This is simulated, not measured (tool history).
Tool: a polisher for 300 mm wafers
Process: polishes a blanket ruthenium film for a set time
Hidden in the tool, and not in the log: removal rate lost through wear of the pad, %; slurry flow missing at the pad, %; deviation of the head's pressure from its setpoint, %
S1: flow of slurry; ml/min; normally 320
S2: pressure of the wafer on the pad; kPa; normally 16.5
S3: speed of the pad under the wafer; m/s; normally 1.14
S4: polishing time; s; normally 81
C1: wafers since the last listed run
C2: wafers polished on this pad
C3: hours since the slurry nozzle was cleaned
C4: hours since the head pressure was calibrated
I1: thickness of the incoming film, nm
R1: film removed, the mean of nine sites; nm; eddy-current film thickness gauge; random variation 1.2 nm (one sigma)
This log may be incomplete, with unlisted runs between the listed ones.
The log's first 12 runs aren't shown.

run,hour,S1,S2,S3,S4,C1,C2,C3,C4,I1,R1
13,209.6,320,16.5,1.14,87,140,807,557.4,1508.4,456.8,106.9
14,216.0,320,16.5,1.14,87,75,883,563.8,1514.8,454.4,105.9
15,222.0,320,16.5,1.14,87,70,953,569.8,1520.8,458.2,103.4
16,229.2,350,16.5,1.14,81,84,1038,577.0,1528.0,450.6,100.3
17,245.1,350,16.5,1.14,81,187,1226,592.9,1543.9,448.6,97.4
# hour 254.5: worn pad replaced by a new one
18,259.3,320,16.5,1.14,87,120,56,607.1,1558.1,447.4,110.6
# hour 268.9: head pressure recalibrated
19,277.0,375,16.5,1.14,81,185,241,624.8,8.1,453.9,106.2
20,285.5,320,16.5,1.48,97,100,341,633.3,16.6,449.1,144.0
21,300.0,405,11.7,1.14,58,171,513,647.8,31.1,451.3,53.1
22,312.7,320,16.5,1.26,81,149,662,660.5,43.8,450.2,109.9
23,330.6,320,13.1,1.14,96,211,873,678.4,61.7,448.1,93.5
# hour 335.7: slurry nozzle cleaned
24,343.0,320,16.5,1.14,81,134,1008,7.3,74.1,451.7,98.7
# hour 348.9: worn pad replaced by a new one
25,360.4,320,16.5,1.14,81,158,135,24.7,91.5,449.2,101.5
26,369.5,365,13.8,1.14,81,107,243,33.8,100.6,450.4,87.8
27,382.5,320,13.8,1.34,81,153,396,46.8,113.6,452.0,92.8
28,396.7,320,16.5,1.14,94,167,564,61.0,127.8,447.1,115.7
29,403.5,380,16.5,1.14,81,80,644,67.8,134.6,446.4,103.1
30,417.8,245,12.4,1.50,73,168,812,82.1,148.9,452.2,77.7
31,432.6,405,11.7,1.14,58,174,987,96.9,163.7,456.4,50.6

Run 32 is up next; what results do you expect?
# hour 444.8: worn pad replaced by a new one
32,445.3,320,20.7,0.76,81,102,5,109.6,176.4,443.5,?

{"run 32": {"R1": 103.5}}
Without the tool's hidden state the same run would have given R1 104.1 nm.
